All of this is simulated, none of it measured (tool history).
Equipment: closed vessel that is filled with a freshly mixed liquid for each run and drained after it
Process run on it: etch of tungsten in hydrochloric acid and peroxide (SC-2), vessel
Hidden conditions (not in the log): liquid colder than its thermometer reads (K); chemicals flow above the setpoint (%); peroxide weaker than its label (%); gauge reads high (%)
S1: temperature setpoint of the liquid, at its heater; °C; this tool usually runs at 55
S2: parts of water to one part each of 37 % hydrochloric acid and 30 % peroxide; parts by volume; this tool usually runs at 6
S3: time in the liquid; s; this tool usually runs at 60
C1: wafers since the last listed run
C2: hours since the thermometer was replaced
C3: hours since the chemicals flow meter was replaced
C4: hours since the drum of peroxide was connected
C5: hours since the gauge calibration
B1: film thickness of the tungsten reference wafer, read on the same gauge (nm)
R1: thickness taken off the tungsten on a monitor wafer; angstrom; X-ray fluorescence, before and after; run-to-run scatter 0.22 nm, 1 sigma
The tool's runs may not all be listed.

run 1 hour=0 | S1=55 S2=6 S3=60 | C1=0 C2=587.1 C3=1824.6 C4=434.1 C5=510.4 | B1=120.04 | R1=213.5
run 2 hour=33.6 | S1=55 S2=6 S3=60 | C1=2500 C2=620.7 C3=1858.2 C4=467.7 C5=544 | B1=119.95 | R1=215.6
run 3 hour=64.3 | S1=55 S2=6 S3=60 | C1=2284 C2=651.4 C3=1888.9 C4=498.4 C5=574.7 | B1=120 | R1=214.3
run 4 hour=118 | S1=55 S2=6 S3=60 | C1=3995 C2=705.1 C3=1942.6 C4=552.1 C5=628.4 | B1=120.06 | R1=209.3
run 5 hour=166.5 | S1=55 S2=6 S3=60 | C1=3608 C2=753.6 C3=1991.1 C4=600.6 C5=676.9 | B1=119.93 | R1=210.6
-- hour=171.3 new drum of peroxide connected
run 6 hour=194.4 | S1=55 S2=5.5 S3=35 | C1=2001 C2=781.5 C3=2019 C4=23.1 C5=704.8 | B1=120.01 | R1=126.1
run 7 hour=240.5 | S1=55 S2=5.5 S3=35 | C1=3430 C2=827.6 C3=2065.1 C4=69.2 C5=750.9 | B1=119.98 | R1=128.4
run 8 hour=273.9 | S1=55 S2=6 S3=60 | C1=2485 C2=861 C3=2098.5 C4=102.6 C5=784.3 | B1=119.98 | R1=206.1
-- hour=302.6 thermometer replaced
run 9 hour=304.5 | S1=55 S2=6 S3=60 | C1=2202 C2=1.9 C3=2129.1 C4=133.2 C5=814.9 | B1=120.04 | R1=205.9
run 10 hour=339.7 | S1=55 S2=6 S3=60 | C1=2619 C2=37.1 C3=2164.3 C4=168.4 C5=850.1 | B1=120 | R1=203.7
run 11 hour=371.4 | S1=64 S2=5 S3=95 | C1=2358 C2=68.8 C3=2196 C4=200.1 C5=881.8 | B1=120.02 | R1=647.3
-- hour=383.2 chemicals flow meter replaced
run 12 hour=395.7 | S1=63.5 S2=5 S3=30 | C1=1733 C2=93.1 C3=12.5 C4=224.4 C5=906.1 | B1=120 | R1=194.3
run 13 hour=443.4 | S1=55 S2=7.5 S3=45 | C1=3549 C2=140.8 C3=60.2 C4=272.1 C5=953.8 | B1=120 | R1=125.7
-- hour=483.6 new drum of peroxide connected, repeated, since the last time left the tool worse
run 14 hour=507.6 | S1=55 S2=6 S3=60 | C1=4702 C2=205 C3=124.4 C4=24 C5=1018 | B1=120.04 | R1=219.4
run 15 hour=693.4 | S1=58 S2=4.5 S3=60 | C1=13824 C2=390.8 C3=310.2 C4=209.8 C5=1203.8 | B1=120.04 | R1=324.7
run 16 hour=719.5 | S1=61.5 S2=6 S3=30 | C1=1942 C2=416.9 C3=336.3 C4=235.9 C5=1229.9 | B1=119.99 | R1=164.6
run 17 hour=772.7 | S1=55 S2=6 S3=95 | C1=3958 C2=470.1 C3=389.5 C4=289.1 C5=1283.1 | B1=119.97 | R1=336.9
-- hour=806.9 gauge calibrated
run 18 hour=827.4 | S1=61.5 S2=5 S3=60 | C1=4070 C2=524.8 C3=444.2 C4=343.8 C5=20.5 | B1=119.98 | R1=370.8
run 19 hour=890.5 | S1=55 S2=6 S3=60 | C1=4695 C2=587.9 C3=507.3 C4=406.9 C5=83.6 | B1=120.04 | R1=214.6
run 20 hour=922.5 | S1=59.5 S2=7.5 S3=85 | C1=2381 C2=619.9 C3=539.3 C4=438.9 C5=115.6 | B1=119.96 | R1=337
run 21 hour=968.1 | S1=55 S2=6 S3=60 | C1=3392 C2=665.5 C3=584.9 C4=484.5 C5=161.2 | B1=119.98 | R1=209.9
-- hour=1014.1 thermometer replaced
run 22 hour=1019.2 | S1=55 S2=8.5 S3=40 | C1=3727 C2=5.1 C3=636 C4=535.6 C5=212.3 | B1=119.99 | R1=105.8
-- hour=1028.6 new drum of peroxide connected
run 23 hour=1085.2 | S1=47.5 S2=4.5 S3=70 | C1=4836 C2=71.1 C3=702 C4=56.6 C5=278.3 | B1=119.99 | R1=192.3
run 24 hour=1269.9 | S1=55 S2=4 S3=40 | C1=13742 C2=255.8 C3=886.7 C4=241.3 C5=463 | B1=120.02 | R1=192
run 25 hour=1335 | S1=61.5 S2=4.5 S3=85 | C1=4843 C2=320.9 C3=951.8 C4=306.4 C5=528.1 | B1=120.01 | R1=549.2
run 26 hour=1381.3 | S1=55 S2=6 S3=60 | C1=3445 C2=367.2 C3=998.1 C4=352.7 C5=574.4 | B1=119.95 | R1=211.9
run 27 hour=1421.6 | S1=55 S2=7.5 S3=40 | C1=2998 C2=407.5 C3=1038.4 C4=393 C5=614.7 | B1=119.98 | R1=119.2
run 28 hour=1504.4 | S1=63.5 S2=6 S3=75 | C1=6160 C2=490.3 C3=1121.2 C4=475.8 C5=697.5 | B1=120.02 | R1=442.6
run 29 hour=1529.5 | S1=46 S2=6 S3=45 | C1=1867 C2=515.4 C3=1146.3 C4=500.9 C5=722.6 | B1=120.01 | R1=86.4

Same runs, no hidden state in the tool, same run-to-run variation:
run=1 R1=221.2
run=2 R1=223.9
run=3 R1=223.1
run=4 R1=218.6
run=5 R1=220.7
run=6 R1=136
run=7 R1=138.9
run=8 R1=223.7
run=9 R1=224
run=10 R1=222.2
run=11 R1=706.4
run=12 R1=212.4
run=13 R1=138.4
run=14 R1=219.8
run=15 R1=329.1
run=16 R1=167.1
run=17 R1=343.5
run=18 R1=379.2
run=19 R1=220.5
run=20 R1=347.2
run=21 R1=216.7
run=22 R1=109.7
run=23 R1=194.6
run=24 R1=196.5
run=25 R1=564.6
run=26 R1=218.7
run=27 R1=123.5
run=28 R1=460.7
run=29 R1=90.1
